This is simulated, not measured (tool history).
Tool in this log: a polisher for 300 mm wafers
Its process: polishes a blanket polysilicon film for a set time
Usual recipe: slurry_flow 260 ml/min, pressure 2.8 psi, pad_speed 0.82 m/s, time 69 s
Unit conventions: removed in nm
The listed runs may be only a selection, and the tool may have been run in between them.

run,day,slurry_flow,pressure,pad_speed,time,"incoming thickness of the incoming film, nm",removed
1,0,290,2.8,0.92,69,2146.6,486
# day 1.483: head pressure recalibrated
2,4.271,260,2.8,1.02,69,2176.6,532.6
3,6.017,260,2.8,1.02,69,2146.5,535.8
4,8.896,260,2.8,0.82,69,2142.8,426.2
5,12.575,260,2.8,0.82,69,2121.2,420.1
6,15.588,260,2.8,0.82,69,2128.4,412.2
# day 15.854: worn pad replaced by a new one
7,19.246,260,3.2,0.94,69,2156.9,574.2
8,22.279,260,3.2,0.94,69,2129.9,574.9
# day 23.183: slurry nozzle cleaned
9,25.142,260,2.8,0.82,69,2109.4,438.5
10,29.004,260,2.8,0.82,69,2116,434.5
11,31.521,260,2.8,0.82,69,2149.3,426.2
12,37.546,260,2.8,0.82,69,2104.5,421.6
13,41.038,260,2.8,0.82,69,2166.6,417.2
# day 42.421: head pressure recalibrated
14,44.229,260,2.8,0.82,69,2121.2,417.3
15,48.721,260,2.8,0.82,69,2130.8,410
# day 49.571: worn pad replaced by a new one
16,54.092,260,2.8,0.82,69,2102.7,433.6
# day 58.9: slurry nozzle cleaned
17,60.612,260,3.5,0.82,69,2127.5,545.4
18,63.35,195,2.8,1.06,92,2106.5,705.2
19,67.5,260,2.8,0.82,56,2124.1,343.7
20,71.183,260,3.3,0.96,89,2135.2,755.9
21,74.962,320,3.2,0.92,81,2138.5,636.6
22,77.888,260,2.8,0.82,56,2183.4,338.2
# day 81.379: worn pad replaced by a new one
23,81.4,215,2.8,0.82,69,2145.9,427.5
24,85.829,260,3.7,0.54,69,2156.3,379.1
# day 88.167: slurry nozzle cleaned
# day 89.258: head pressure recalibrated
25,89.746,260,2.8,0.82,69,2135.1,440.7
26,93.667,260,2.5,0.92,77,2185.6,486.2
27,97.933,260,2.8,0.66,69,2132,351.3
28,101.308,220,1.9,0.58,69,2148.5,200.2
29,103.892,325,3.3,0.82,69,2119.9,509.7
30,107.867,260,2.8,0.82,69,2118.4,410.3
31,112.317,205,3.1,0.82,80,2144,516.6
# day 114.158: worn pad replaced by a new one
32,115.3,190,2.8,0.82,88,2118.9,543.9
33,116.967,290,2.8,0.82,59,2137,381
# day 122.15: slurry nozzle cleaned
34,129.579,260,3.2,0.82,80,2149.5,569.9
35,132.171,220,2.8,0.98,61,2128.7,449
36,134.442,190,2.8,0.54,46,2102.9,182.3
37,136.946,260,2.8,0.82,69,2126.9,425.2
# day 138.446: head pressure recalibrated
38,140.842,315,2.3,0.82,69,2103.5,350.1

Subtracting, for every run, the result it would have given without the tool's unlogged condition from the measured result gives the following. The same run-to-run variation enters both numbers; the gauge's scatter may not:
Unlogged tool condition in this case: removal rate lost through wear of the pad, %; slurry flow missing at the pad, %; deviation of the head's pressure from its setpoint, %.
run,removed
1,-8
2,-14.3
3,-17.2
4,-17.8
5,-23.5
6,-28.8
7,-2.3
8,-3.5
9,-4.1
10,-6.8
11,-9
12,-16.1
13,-21.3
14,-27
15,-35.8
16,-7.2
17,-13.1
18,-20.5
19,-13.5
20,-38.2
21,-41.2
22,-26.3
23,-3
24,-3.1
25,-5.3
26,-8.7
27,-9.5
28,-7.3
29,-23
30,-24.9
31,-42.1
32,-0.6
33,-0.7
34,-10.5
35,-11.2
36,-5.7
37,-17
38,-19.2
